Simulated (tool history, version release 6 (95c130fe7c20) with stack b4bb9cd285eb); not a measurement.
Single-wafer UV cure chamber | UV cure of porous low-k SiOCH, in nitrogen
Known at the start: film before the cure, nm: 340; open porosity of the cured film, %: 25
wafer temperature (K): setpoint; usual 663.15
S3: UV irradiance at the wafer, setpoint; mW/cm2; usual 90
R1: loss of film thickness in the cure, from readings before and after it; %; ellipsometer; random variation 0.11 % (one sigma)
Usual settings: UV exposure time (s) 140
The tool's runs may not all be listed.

run 1 hour=0 | wafer_temperature_(K)=663.15 UV_exposure_time_(s)=140 S3=74 | R1=8.565
run 2 hour=6.9 | wafer_temperature_(K)=663.15 UV_exposure_time_(s)=185 S3=90 | R1=10.753
run 3 hour=20.2 | wafer_temperature_(K)=663.15 UV_exposure_time_(s)=185 S3=90 | R1=10.688
run 4 hour=31.2 | wafer_temperature_(K)=663.15 UV_exposure_time_(s)=185 S3=90 | R1=10.773
run 5 hour=42.2 | wafer_temperature_(K)=668.15 UV_exposure_time_(s)=140 S3=90 | R1=9.394
run 6 hour=52 | wafer_temperature_(K)=668.15 UV_exposure_time_(s)=140 S3=90 | R1=9.434
run 7 hour=59.2 | wafer_temperature_(K)=663.15 UV_exposure_time_(s)=140 S3=90 | R1=9.176
run 8 hour=71.7 | wafer_temperature_(K)=663.15 UV_exposure_time_(s)=140 S3=90 | R1=9.392
run 9 hour=84 | wafer_temperature_(K)=663.15 UV_exposure_time_(s)=140 S3=90 | R1=9.005
run 10 hour=95.3 | wafer_temperature_(K)=663.15 UV_exposure_time_(s)=140 S3=117 | R1=10.28
run 11 hour=106 | wafer_temperature_(K)=663.15 UV_exposure_time_(s)=140 S3=90 | R1=9.008
run 12 hour=121.1 | wafer_temperature_(K)=663.15 UV_exposure_time_(s)=140 S3=90 | R1=8.756
run 13 hour=138 | wafer_temperature_(K)=663.15 UV_exposure_time_(s)=140 S3=90 | R1=8.618
run 14 hour=144.3 | wafer_temperature_(K)=650.15 UV_exposure_time_(s)=210 S3=73 | R1=9.283
run 15 hour=161.7 | wafer_temperature_(K)=648.15 UV_exposure_time_(s)=140 S3=90 | R1=8.321
-- hour=177.5 UV bulbs replaced
-- hour=183.2 quartz window cleaned
run 16 hour=183.7 | wafer_temperature_(K)=663.15 UV_exposure_time_(s)=140 S3=90 | R1=9.394
run 17 hour=184.1 | wafer_temperature_(K)=652.15 UV_exposure_time_(s)=80 S3=90 | R1=6.892
run 18 hour=195 | wafer_temperature_(K)=652.15 UV_exposure_time_(s)=140 S3=108 | R1=10.128
run 19 hour=210.1 | wafer_temperature_(K)=663.15 UV_exposure_time_(s)=140 S3=90 | R1=9.436
run 20 hour=217.5 | wafer_temperature_(K)=663.15 UV_exposure_time_(s)=105 S3=61 | R1=6.615
run 21 hour=231.7 | wafer_temperature_(K)=678.15 UV_exposure_time_(s)=120 S3=61 | R1=7.261
run 22 hour=246.9 | wafer_temperature_(K)=674.15 UV_exposure_time_(s)=140 S3=74 | R1=8.744
run 23 hour=262.1 | wafer_temperature_(K)=663.15 UV_exposure_time_(s)=140 S3=90 | R1=9.318
run 24 hour=271.3 | wafer_temperature_(K)=663.15 UV_exposure_time_(s)=140 S3=54 | R1=6.981
run 25 hour=288.9 | wafer_temperature_(K)=678.15 UV_exposure_time_(s)=170 S3=119 | R1=11.405
run 26 hour=300 | wafer_temperature_(K)=676.15 UV_exposure_time_(s)=220 S3=73 | R1=10.43
run 27 hour=311.6 | wafer_temperature_(K)=658.15 UV_exposure_time_(s)=80 S3=69 | R1=5.661

Hidden state or all else? Some run-to-run changes of R1, split into what the settings, what came in and random variation would give without the hidden state, and what is left for the hidden state (with any gauge scatter that isn't in both results):
The hidden state here: lamp output below its setpoint, %; transmission lost against a clean window, %.
Run 14 -> 15: wafer temperature (K) 650.15 -> 648.15, UV exposure time (s) 210 -> 140, S3 73 -> 90. R1 -0.962 %: hidden state -0.169, all else -0.793.
Run 15 -> 16: wafer temperature (K) 648.15 -> 663.15, UV bulbs replaced, quartz window cleaned. R1 +1.073 %: hidden state +0.888, all else +0.185.
Run 24 -> 25: wafer temperature (K) 663.15 -> 678.15, UV exposure time (s) 140 -> 170, S3 54 -> 119. R1 +4.424 %: hidden state -0.109, all else +4.533.
Run 26 -> 27: wafer temperature (K) 676.15 -> 658.15, UV exposure time (s) 220 -> 80, S3 73 -> 69. R1 -4.769 %: hidden state +0.002, all else -4.771.
